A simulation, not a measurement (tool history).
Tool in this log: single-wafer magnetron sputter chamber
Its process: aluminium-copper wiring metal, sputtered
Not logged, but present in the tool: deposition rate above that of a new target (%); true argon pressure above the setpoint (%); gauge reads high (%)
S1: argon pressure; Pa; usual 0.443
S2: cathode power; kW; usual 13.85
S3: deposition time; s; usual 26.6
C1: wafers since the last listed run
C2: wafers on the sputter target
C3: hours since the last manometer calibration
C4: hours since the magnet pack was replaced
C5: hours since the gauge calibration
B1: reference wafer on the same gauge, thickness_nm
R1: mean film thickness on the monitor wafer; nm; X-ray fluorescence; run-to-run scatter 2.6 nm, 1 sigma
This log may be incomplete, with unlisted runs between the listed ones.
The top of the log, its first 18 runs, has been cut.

run    hour     S1     S2    S3    C1    C2     C3      C4      C5       B1       R1
 19   961.8  0.443  13.85  26.6  1264  1427  286.5  7484.3  1827.3  593.176   667.47
 20   998.2  0.443  13.85  26.6   646  2074  322.9  7520.7  1863.7  593.765  668.129
 21  1052.4  0.443     16  26.6   962  3036  377.1  7574.9  1917.9  594.749  766.761
     1090.8  -- gauge calibrated
 22  1109.2  0.443   11.5  26.6  1008  4045  433.9  7631.7    18.4      571  535.276
     1151.7  -- magnet pack replaced
 23  1159.9  0.615  16.95    25   758  4803  484.6     8.2    69.1  571.232  689.565
     1177.8  -- sputter target and shields replaced
 24  1199.5  0.443  13.85  26.6   561   385  524.2    47.8   108.7  572.173  639.291
 25  1255.3  0.443  13.85  26.6   990  1375    580   103.6   164.5   572.59  642.214
 26  1289.7   0.35   10.8  24.4   610  1986  614.4     138   198.9  574.112  477.261
 27  1324.6  0.443  13.85  26.6   619  2606  649.3   172.9   233.8   574.25  639.739
 28  1374.6  0.443   10.5  26.6   887  3494  699.3   222.9   283.8  574.978  497.168
 29  1409.7  0.332  14.85  21.8   623  4117  734.4     258   318.9  574.735  587.793
 30  1463.5  0.443   15.1  26.6   955  5072  788.2   311.8   372.7  575.941  699.652
     1529.6  -- sputter target and shields replaced
 31  1530.1  0.335  13.85  24.1  1040     9  854.8   378.4   439.3   577.26  610.403
 32  1560.3  0.443  13.85  26.6   536   546    885   408.6   469.5  577.221  647.454
 33  1593.1  0.293     12  30.7   582  1128  917.8   441.4   502.3  578.219  686.412

5 ways to go on from here, each from the tool as it stands after run 33. What would each give?
  A  1593.5  0.372  13.85  26.6   7  1135  918.2  441.8  502.7   ?   ?
  B  1593.5  0.443  13.85  31.6   7  1135  918.2  441.8  502.7   ?   ?
  C  1593.5  0.443     17  31.4   7  1135  918.2  441.8  502.7   ?   ?
  D  1593.5  0.313  16.45  28.4   7  1135  918.2  441.8  502.7   ?   ?
  E  1593.5  0.299  11.45  26.6   7  1135  918.2  441.8  502.7   ?   ?

run       B1       R1
  A  577.544  663.961
  B  577.544  770.262
  C  577.544  933.012
  D  577.544  853.853
  E  577.544  566.968
Had the tool no hidden state, the same runs would have come out as:
run       R1
  A  653.868
  B  758.553
  C  918.828
  D  840.873
  E  558.349
